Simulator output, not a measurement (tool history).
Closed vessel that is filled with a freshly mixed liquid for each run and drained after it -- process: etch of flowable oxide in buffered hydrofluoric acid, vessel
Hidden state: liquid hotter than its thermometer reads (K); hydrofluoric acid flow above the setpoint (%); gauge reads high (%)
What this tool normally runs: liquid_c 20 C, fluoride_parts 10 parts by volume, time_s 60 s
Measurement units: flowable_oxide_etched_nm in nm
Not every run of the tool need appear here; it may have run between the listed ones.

| run | hour | liquid_c | fluoride_parts | time_s | wafers since the last listed run | hours since the thermometer was replaced | hours since the hydrofluoric acid flow meter was replaced | hours since the gauge calibration | read-back film thickness of the flowable oxide reference wafer, read on the same gauge (nm) | flowable_oxide_etched_nm |
|---|---|---|---|---|---|---|---|---|---|---|
| 1 | 0 | 20 | 10 | 60 | 0 | 1458.5 | 696.3 | 837.1 | 94.17 | 170.51 |
| 2 | 16.1 | 20 | 10 | 60 | 2166 | 1474.6 | 712.4 | 853.2 | 94.22 | 168.19 |
| 3 | 51.4 | 20 | 10 | 60 | 4750 | 1509.9 | 747.7 | 888.5 | 94.25 | 172.03 |
| 4 | 81.7 | 20 | 10 | 60 | 4077 | 1540.2 | 778 | 918.8 | 94.26 | 170.29 |
| 5 | 101.9 | 20 | 10 | 60 | 2718 | 1560.4 | 798.2 | 939 | 94.37 | 171.67 |
| 6 | 150.8 | 20 | 10 | 60 | 6580 | 1609.3 | 847.1 | 987.9 | 94.36 | 171.96 |
| 7 | 178.9 | 20 | 10 | 60 | 3781 | 1637.4 | 875.2 | 1016 | 94.35 | 170.44 |
|  | 225.1 | gauge calibrated |
| 8 | 271.2 | 20 | 10 | 60 | 12420 | 1729.7 | 967.5 | 46.1 | 90.88 | 167.06 |
| 9 | 301.9 | 20 | 12 | 60 | 4131 | 1760.4 | 998.2 | 76.8 | 91.28 | 137.78 |
| 10 | 323.8 | 20 | 10 | 60 | 2947 | 1782.3 | 1020.1 | 98.7 | 91.42 | 166.3 |
| 11 | 336.5 | 20 | 10 | 60 | 1708 | 1795 | 1032.8 | 111.4 | 91.56 | 169.08 |
| 12 | 364.8 | 18 | 8.5 | 30 | 3808 | 1823.3 | 1061.1 | 139.7 | 91.77 | 84.17 |
| 13 | 392.4 | 20 | 10 | 75 | 3714 | 1850.9 | 1088.7 | 167.3 | 92 | 206.72 |
| 14 | 418 | 22.5 | 8.5 | 40 | 3444 | 1876.5 | 1114.3 | 192.9 | 92.15 | 146.1 |
| 15 | 450.3 | 20 | 10 | 60 | 4346 | 1908.8 | 1146.6 | 225.2 | 92.41 | 166.28 |
| 16 | 481.3 | 20 | 10 | 35 | 4171 | 1939.8 | 1177.6 | 256.2 | 92.58 | 96.81 |
| 17 | 497.5 | 20 | 10 | 60 | 2179 | 1956 | 1193.8 | 272.4 | 92.67 | 170.69 |
| 18 | 515.4 | 17 | 6.5 | 75 | 2408 | 1973.9 | 1211.7 | 290.3 | 92.79 | 264.14 |
| 19 | 543.9 | 20 | 12 | 85 | 3835 | 2002.4 | 1240.2 | 318.8 | 92.97 | 199.49 |
| 20 | 563.6 | 20 | 13 | 45 | 2650 | 2022.1 | 1259.9 | 338.5 | 93.07 | 96.81 |
| 21 | 578 | 23.5 | 12.5 | 35 | 1937 | 2036.5 | 1274.3 | 352.9 | 93.14 | 96.48 |
|  | 605.2 | thermometer replaced |
| 22 | 608.6 | 24 | 10 | 70 | 3983 | 3.4 | 1304.9 | 383.5 | 93.26 | 248.82 |
| 23 | 631.7 | 20 | 10 | 60 | 3108 | 26.5 | 1328 | 406.6 | 93.36 | 170.36 |
| 24 | 659.1 | 24.5 | 13 | 90 | 3687 | 53.9 | 1355.4 | 434 | 93.48 | 248.05 |
|  | 677.8 | hydrofluoric acid flow meter replaced |
| 25 | 688 | 24 | 10 | 60 | 3754 | 82.8 | 10.2 | 462.9 | 93.61 | 211.73 |
| 26 | 719.3 | 20 | 10 | 60 | 4211 | 114.1 | 41.5 | 494.2 | 93.66 | 169.32 |
| 27 | 761.5 | 17.5 | 13.5 | 50 | 5678 | 156.3 | 83.7 | 536.4 | 93.82 | 92.62 |
| 28 | 792.1 | 23 | 13.5 | 45 | 4117 | 186.9 | 114.3 | 567 | 93.93 | 112.83 |
| 29 | 816.8 | 20 | 10 | 60 | 3323 | 211.6 | 139 | 591.7 | 94 | 171.54 |
| 30 | 838.2 | 21.5 | 11.5 | 60 | 2879 | 233 | 160.4 | 613.1 | 94.07 | 159.58 |
| 31 | 867.5 | 24 | 10 | 70 | 3942 | 262.3 | 189.7 | 642.4 | 94.12 | 244.84 |
| 32 | 893.8 | 20 | 10 | 50 | 3539 | 288.6 | 216 | 668.7 | 94.21 | 141.8 |
| 33 | 921.8 | 20 | 6.5 | 85 | 3767 | 316.6 | 244 | 696.7 | 94.22 | 359.54 |
| 34 | 943.5 | 17 | 10 | 75 | 2920 | 338.3 | 265.7 | 718.4 | 94.34 | 182.03 |

For each run, what was the tool's unlogged condition?
liquid hotter than its thermometer reads (K): 0 at every run
hydrofluoric acid flow above the setpoint (%): 0 at every run
H1: gauge reads high (%)
| run | H1 |
|---|---|
| 1 | 4.65 |
| 2 | 4.68 |
| 3 | 4.73 |
| 4 | 4.77 |
| 5 | 4.8 |
| 6 | 4.86 |
| 7 | 4.89 |
| 8 | 1.03 |
| 9 | 1.36 |
| 10 | 1.58 |
| 11 | 1.71 |
| 12 | 1.97 |
| 13 | 2.21 |
| 14 | 2.42 |
| 15 | 2.67 |
| 16 | 2.89 |
| 17 | 2.99 |
| 18 | 3.11 |
| 19 | 3.28 |
| 20 | 3.39 |
| 21 | 3.47 |
| 22 | 3.63 |
| 23 | 3.74 |
| 24 | 3.87 |
| 25 | 3.99 |
| 26 | 4.12 |
| 27 | 4.27 |
| 28 | 4.37 |
| 29 | 4.45 |
| 30 | 4.51 |
| 31 | 4.59 |
| 32 | 4.66 |
| 33 | 4.73 |
| 34 | 4.78 |

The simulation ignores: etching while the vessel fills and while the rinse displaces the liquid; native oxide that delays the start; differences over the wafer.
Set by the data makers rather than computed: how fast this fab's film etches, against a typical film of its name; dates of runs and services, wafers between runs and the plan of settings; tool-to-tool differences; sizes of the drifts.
